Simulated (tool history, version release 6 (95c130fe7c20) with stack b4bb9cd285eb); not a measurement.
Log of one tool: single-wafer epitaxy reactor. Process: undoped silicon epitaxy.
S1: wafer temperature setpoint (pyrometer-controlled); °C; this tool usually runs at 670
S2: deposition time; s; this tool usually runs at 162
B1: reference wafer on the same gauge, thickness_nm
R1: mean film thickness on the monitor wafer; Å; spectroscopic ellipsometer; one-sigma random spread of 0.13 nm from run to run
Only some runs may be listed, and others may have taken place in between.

| run | hour | S1 | S2 | B1 | R1 |
|---|---|---|---|---|---|
| 1 | 0.0 | 670 | 162 | 34.497 | 427.11 |
| 2 | 15.9 | 670 | 162 | 34.503 | 428.75 |
| 3 | 28.4 | 670 | 154 | 34.510 | 407.71 |
| 4 | 39.8 | 670 | 154 | 34.508 | 406.29 |
|  | 44.0 | gauge calibrated |
| 5 | 69.5 | 680 | 144 | 34.518 | 453.36 |
| 6 | 76.3 | 680 | 144 | 34.480 | 453.94 |
| 7 | 86.8 | 670 | 148 | 34.506 | 389.03 |
| 8 | 94.7 | 664 | 171 | 34.516 | 405.02 |
| 9 | 101.1 | 670 | 162 | 34.500 | 427.67 |
| 10 | 115.9 | 670 | 162 | 34.494 | 426.06 |
| 11 | 127.5 | 670 | 162 | 34.492 | 427.53 |
| 12 | 135.8 | 670 | 162 | 34.494 | 425.43 |
| 13 | 149.0 | 670 | 162 | 34.495 | 428.07 |
| 14 | 163.5 | 670 | 162 | 34.508 | 426.69 |
| 15 | 178.7 | 670 | 175 | 34.507 | 460.37 |
| 16 | 188.3 | 670 | 175 | 34.496 | 460.85 |
| 17 | 203.5 | 670 | 162 | 34.512 | 426.92 |
| 18 | 217.7 | 670 | 162 | 34.507 | 426.09 |
| 19 | 245.4 | 660 | 162 | 34.485 | 355.68 |
| 20 | 257.0 | 660 | 162 | 34.497 | 354.95 |
|  | 269.6 | pyrometer calibrated |
| 21 | 272.3 | 660 | 162 | 34.485 | 353.72 |
| 22 | 284.8 | 670 | 162 | 34.498 | 426.18 |
| 23 | 297.1 | 670 | 162 | 34.507 | 427.83 |
| 24 | 311.9 | 670 | 162 | 34.503 | 426.53 |
| 25 | 320.0 | 674 | 193 | 34.506 | 543.97 |
| 26 | 327.5 | 675 | 143 | 34.495 | 411.46 |
| 27 | 338.9 | 670 | 183 | 34.495 | 484.46 |
| 28 | 353.6 | 678 | 177 | 34.502 | 538.07 |
| 29 | 361.0 | 656 | 149 | 34.508 | 302.46 |
| 30 | 375.8 | 670 | 182 | 34.502 | 479.19 |
| 31 | 389.9 | 670 | 162 | 34.505 | 425.58 |
| 32 | 405.9 | 670 | 162 | 34.506 | 425.68 |
| 33 | 422.1 | 658 | 143 | 34.513 | 300.20 |
|  | 431.4 | gauge calibrated |
| 34 | 436.8 | 666 | 189 | 34.498 | 464.31 |
| 35 | 443.9 | 684 | 145 | 34.504 | 493.53 |
| 36 | 451.8 | 675 | 162 | 34.512 | 465.81 |
| 37 | 458.5 | 670 | 162 | 34.512 | 426.75 |
| 38 | 473.8 | 670 | 172 | 34.489 | 452.19 |
| 39 | 486.6 | 682 | 174 | 34.507 | 570.33 |
| 40 | 499.3 | 659 | 162 | 34.493 | 345.65 |
| 41 | 514.3 | 685 | 172 | 34.492 | 592.60 |
| 42 | 525.0 | 676 | 145 | 34.489 | 425.25 |
| 43 | 535.9 | 670 | 162 | 34.518 | 427.51 |
| 44 | 544.0 | 658 | 190 | 34.510 | 401.54 |
| 45 | 556.6 | 656 | 192 | 34.493 | 388.58 |
| 46 | 572.8 | 659 | 148 | 34.521 | 317.89 |
| 47 | 590.3 | 665 | 180 | 34.474 | 433.76 |

Consider 3 possible next runs. They are alternatives, not a sequence: every one starts from the tool as it was left by run 47. What does each give?
| A | 590.7 | 670 | 162 | ? | ? |
| B | 590.7 | 679 | 151 | ? | ? |
| C | 590.7 | 683 | 162 | ? | ? |

| run | B1 | R1 |
|---|---|---|
| A | 34.511 | 426.08 |
| B | 34.511 | 467.90 |
| C | 34.511 | 539.45 |
With no hidden state in the tool, these same runs would have given:
| run | R1 |
|---|---|
| A | 426.08 |
| B | 467.90 |
| C | 539.45 |
